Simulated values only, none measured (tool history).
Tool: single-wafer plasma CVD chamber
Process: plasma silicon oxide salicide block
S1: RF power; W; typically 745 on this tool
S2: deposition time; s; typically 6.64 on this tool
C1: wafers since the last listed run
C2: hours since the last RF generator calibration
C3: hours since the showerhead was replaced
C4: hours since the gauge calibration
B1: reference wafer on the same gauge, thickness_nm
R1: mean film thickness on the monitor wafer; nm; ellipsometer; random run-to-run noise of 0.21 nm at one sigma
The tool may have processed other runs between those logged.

run,hour,S1,S2,C1,C2,C3,C4,B1,R1
1,0,745,6.64,0,111.8,2731,252,60.565,65.203
2,16.3,745,6.64,884,128.1,2747.3,268.3,60.63,65.253
3,34.3,745,6.64,976,146.1,2765.3,286.3,60.57,65.113
4,58.7,745,6.64,1324,170.5,2789.7,310.7,60.538,65.256
5,87.2,745,6.64,1546,199,2818.2,339.2,60.549,65.071
6,105.3,745,6.32,982,217.1,2836.3,357.3,60.564,62.091
7,136,745,6.32,1665,247.8,2867,388,60.68,62.1
8,166.7,745,6.64,1665,278.5,2897.7,418.7,60.631,65.122
9,179.3,745,6.64,683,291.1,2910.3,431.3,60.669,65.162
10,202.4,745,6.64,1253,314.2,2933.4,454.4,60.696,65.008
11,216.7,640,6.64,775,328.5,2947.7,468.7,60.532,62.656
12,248.2,640,6.64,1709,360,2979.2,500.2,60.572,62.911
13,279.6,640,6.64,1703,391.4,3010.6,531.6,60.58,62.808
14,303.1,745,7.31,1275,414.9,3034.1,555.1,60.514,71.91
15,337.6,745,6.64,1872,449.4,3068.6,589.6,60.591,65.097
16,351.8,745,6.64,770,463.6,3082.8,603.8,60.621,65.028
# hour 371.3: showerhead replaced
17,382.8,745,6.64,1248,494.6,11.5,634.8,60.543,65.053
18,407.3,745,6.64,1329,519.1,36,659.3,60.592,65.45
19,432.6,745,6.64,1372,544.4,61.3,684.6,60.602,64.996
20,457.2,745,6.64,1334,569,85.9,709.2,60.668,65.01
21,478.9,745,6.64,1177,590.7,107.6,730.9,60.586,65.403
22,509.1,745,6.64,1638,620.9,137.8,761.1,60.577,65.426
23,526.6,820,5.49,949,638.4,155.3,778.6,60.623,55.217
24,557.2,635,6.64,1660,669,185.9,809.2,60.58,62.847
25,572.5,815,7.5,830,684.3,201.2,824.5,60.584,74.76
26,600.1,745,6.64,1497,711.9,228.8,852.1,60.486,64.811
27,633.5,745,6.15,1812,745.3,262.2,885.5,60.58,60.064
# hour 637.4: gauge calibrated
28,658.3,745,6.64,1345,770.1,287,20.9,60.534,64.858
29,674.7,815,6.17,889,786.5,303.4,37.3,60.643,61.845
30,701.3,815,7.5,1443,813.1,330,63.9,60.638,74.871
# hour 742.4: RF generator calibrated
31,742.9,745,6.64,1823,0.5,371.6,105.5,60.577,65.194
32,758.3,785,5.78,835,15.9,387,120.9,60.612,57.273
33,776.9,745,6.64,1009,34.5,405.6,139.5,60.687,65.216
34,801,785,7.12,1307,58.6,429.7,163.6,60.525,70.624
35,819.4,745,6.64,998,77,448.1,182,60.639,65.36
36,853.6,885,7.78,1855,111.2,482.3,216.2,60.587,79.698
37,876,635,7.01,1215,133.6,504.7,238.6,60.574,66.372
38,891.9,815,7.5,862,149.5,520.6,254.5,60.673,74.964

What does the tool deliver on the next run?
39,905,640,6.97,710,162.6,533.7,267.6,?,?

Run 39 gave B1 60.627, R1 65.777 nm.
With no hidden state in the tool, this same run would have given R1 65.777 nm.
